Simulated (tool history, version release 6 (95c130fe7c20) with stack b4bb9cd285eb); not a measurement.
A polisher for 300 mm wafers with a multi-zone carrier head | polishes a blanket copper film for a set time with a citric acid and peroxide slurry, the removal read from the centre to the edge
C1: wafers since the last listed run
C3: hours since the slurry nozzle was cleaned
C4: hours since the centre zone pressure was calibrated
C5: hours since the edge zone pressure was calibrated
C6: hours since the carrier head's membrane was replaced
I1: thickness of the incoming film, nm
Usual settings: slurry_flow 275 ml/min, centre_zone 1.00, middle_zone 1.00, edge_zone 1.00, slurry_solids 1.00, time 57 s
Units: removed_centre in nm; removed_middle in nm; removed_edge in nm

run 1 hour=0.0 | slurry_flow=275 centre_zone=1.00 middle_zone=1.00 edge_zone=1.00 slurry_solids=1.00 time=57 | C1=0 wafers_polished_on_this_pad=2756 C3=535.5 C4=282.6 C5=129.5 C6=1146.8 | I1=921.4 | removed_centre=117.0 removed_middle=117.5 removed_edge=116.2
-- hour=27.1 worn pad replaced by a new one
run 2 hour=101.5 | slurry_flow=295 centre_zone=1.00 middle_zone=1.00 edge_zone=1.00 slurry_solids=1.00 time=61 | C1=652 wafers_polished_on_this_pad=498 C3=637.0 C4=384.1 C5=231.0 C6=1248.3 | I1=929.3 | removed_centre=123.1 removed_middle=126.4 removed_edge=127.5
-- hour=132.0 slurry nozzle cleaned
-- hour=171.5 carrier head's membrane replaced by a new one
run 3 hour=172.0 | slurry_flow=295 centre_zone=1.00 middle_zone=1.00 edge_zone=1.00 slurry_solids=1.00 time=61 | C1=431 wafers_polished_on_this_pad=929 C3=40.0 C4=454.6 C5=301.5 C6=0.5 | I1=905.6 | removed_centre=122.9 removed_middle=127.0 removed_edge=128.8
run 4 hour=275.9 | slurry_flow=275 centre_zone=1.00 middle_zone=1.00 edge_zone=1.00 slurry_solids=1.00 time=57 | C1=695 wafers_polished_on_this_pad=1625 C3=143.9 C4=558.5 C5=405.4 C6=104.4 | I1=936.7 | removed_centre=113.6 removed_middle=117.8 removed_edge=116.9
run 5 hour=328.7 | slurry_flow=275 centre_zone=1.00 middle_zone=1.00 edge_zone=1.00 slurry_solids=1.00 time=57 | C1=353 wafers_polished_on_this_pad=1978 C3=196.7 C4=611.3 C5=458.2 C6=157.2 | I1=929.6 | removed_centre=113.0 removed_middle=116.7 removed_edge=119.5
run 6 hour=394.2 | slurry_flow=275 centre_zone=1.00 middle_zone=1.00 edge_zone=0.95 slurry_solids=1.00 time=42 | C1=438 wafers_polished_on_this_pad=2417 C3=262.2 C4=676.8 C5=523.7 C6=222.7 | I1=899.4 | removed_centre=84.7 removed_middle=87.8 removed_edge=84.8
-- hour=476.9 centre zone pressure recalibrated
run 7 hour=491.7 | slurry_flow=275 centre_zone=1.00 middle_zone=1.00 edge_zone=1.00 slurry_solids=1.00 time=57 | C1=639 wafers_polished_on_this_pad=3056 C3=359.7 C4=14.8 C5=621.2 C6=320.2 | I1=902.2 | removed_centre=116.4 removed_middle=119.5 removed_edge=117.9
run 8 hour=578.8 | slurry_flow=275 centre_zone=1.00 middle_zone=1.00 edge_zone=1.00 slurry_solids=1.00 time=50 | C1=583 wafers_polished_on_this_pad=3639 C3=446.8 C4=101.9 C5=708.3 C6=407.3 | I1=921.2 | removed_centre=99.4 removed_middle=102.1 removed_edge=103.7
-- hour=611.2 worn pad replaced by a new one
-- hour=657.1 edge zone pressure recalibrated
run 9 hour=664.7 | slurry_flow=275 centre_zone=0.97 middle_zone=0.89 edge_zone=1.10 slurry_solids=1.00 time=51 | C1=534 wafers_polished_on_this_pad=344 C3=532.7 C4=187.8 C5=7.6 C6=493.2 | I1=932.4 | removed_centre=97.2 removed_middle=97.5 removed_edge=107.5
-- hour=711.2 slurry nozzle cleaned
run 10 hour=725.9 | slurry_flow=360 centre_zone=1.00 middle_zone=0.95 edge_zone=1.00 slurry_solids=1.00 time=57 | C1=402 wafers_polished_on_this_pad=747 C3=14.7 C4=249.0 C5=68.8 C6=554.4 | I1=918.8 | removed_centre=116.3 removed_middle=116.3 removed_edge=120.4
run 11 hour=786.7 | slurry_flow=350 centre_zone=1.12 middle_zone=1.00 edge_zone=1.00 slurry_solids=1.00 time=57 | C1=406 wafers_polished_on_this_pad=1154 C3=75.5 C4=309.8 C5=129.6 C6=615.2 | I1=913.7 | removed_centre=133.8 removed_middle=119.0 removed_edge=120.5
run 12 hour=889.9 | slurry_flow=275 centre_zone=1.00 middle_zone=1.00 edge_zone=1.00 slurry_solids=1.00 time=57 | C1=690 wafers_polished_on_this_pad=1845 C3=178.7 C4=413.0 C5=232.8 C6=718.4 | I1=933.1 | removed_centre=115.5 removed_middle=117.2 removed_edge=117.2
run 13 hour=997.9 | slurry_flow=275 centre_zone=1.00 middle_zone=1.00 edge_zone=1.00 slurry_solids=0.80 time=76 | C1=722 wafers_polished_on_this_pad=2568 C3=286.7 C4=521.0 C5=340.8 C6=826.4 | I1=916.0 | removed_centre=146.4 removed_middle=150.0 removed_edge=150.8
run 14 hour=1042.6 | slurry_flow=275 centre_zone=1.00 middle_zone=1.00 edge_zone=1.00 slurry_solids=1.00 time=57 | C1=299 wafers_polished_on_this_pad=2867 C3=331.4 C4=565.7 C5=385.5 C6=871.1 | I1=929.9 | removed_centre=116.0 removed_middle=117.4 removed_edge=118.8
-- hour=1083.6 worn pad replaced by a new one
run 15 hour=1107.4 | slurry_flow=275 centre_zone=1.00 middle_zone=1.00 edge_zone=1.00 slurry_solids=1.00 time=57 | C1=406 wafers_polished_on_this_pad=159 C3=396.2 C4=630.5 C5=450.3 C6=935.9 | I1=913.5 | removed_centre=113.7 removed_middle=120.3 removed_edge=117.3
run 16 hour=1196.7 | slurry_flow=275 centre_zone=1.00 middle_zone=1.00 edge_zone=1.00 slurry_solids=1.00 time=73 | C1=597 wafers_polished_on_this_pad=756 C3=485.5 C4=719.8 C5=539.6 C6=1025.2 | I1=921.7 | removed_centre=145.5 removed_middle=151.7 removed_edge=149.4
-- hour=1261.2 centre zone pressure recalibrated
run 17 hour=1304.5 | slurry_flow=275 centre_zone=1.09 middle_zone=1.00 edge_zone=1.00 slurry_solids=1.20 time=49 | C1=708 wafers_polished_on_this_pad=1465 C3=593.3 C4=43.3 C5=647.4 C6=1133.0 | I1=912.1 | removed_centre=110.3 removed_middle=106.4 removed_edge=105.7
-- hour=1324.6 slurry nozzle cleaned
-- hour=1396.1 edge zone pressure recalibrated
run 18 hour=1601.9 | slurry_flow=275 centre_zone=1.00 middle_zone=1.00 edge_zone=0.88 slurry_solids=1.00 time=57 | C1=1970 wafers_polished_on_this_pad=3435 C3=277.3 C4=340.7 C5=205.8 C6=1430.4 | I1=924.5 | removed_centre=115.1 removed_middle=118.1 removed_edge=113.1
-- hour=1614.2 worn pad replaced by a new one
run 19 hour=1693.6 | slurry_flow=275 centre_zone=1.00 middle_zone=1.10 edge_zone=1.08 slurry_solids=1.10 time=57 | C1=587 wafers_polished_on_this_pad=531 C3=369.0 C4=432.4 C5=297.5 C6=1522.1 | I1=920.8 | removed_centre=116.4 removed_middle=129.3 removed_edge=120.1
-- hour=1776.4 carrier head's membrane replaced by a new one
run 20 hour=1795.0 | slurry_flow=215 centre_zone=1.00 middle_zone=1.00 edge_zone=1.00 slurry_solids=1.00 time=57 | C1=645 wafers_polished_on_this_pad=1176 C3=470.4 C4=533.8 C5=398.9 C6=18.6 | I1=899.5 | removed_centre=113.0 removed_middle=114.3 removed_edge=116.1
run 21 hour=1867.6 | slurry_flow=275 centre_zone=1.00 middle_zone=1.00 edge_zone=1.00 slurry_solids=1.00 time=57 | C1=485 wafers_polished_on_this_pad=1662 C3=543.0 C4=606.4 C5=471.5 C6=91.2 | I1=914.7 | removed_centre=116.6 removed_middle=115.7 removed_edge=117.6

What the log doesn't show, run by run:
removal rate lost through wear of the pad, %: 0 in every run
slurry flow missing at the pad, %: 0 in every run
deviation of the centre zone's pressure from its setpoint, %: 0 in every run
deviation of the edge zone's pressure from its setpoint, %: 0 in every run
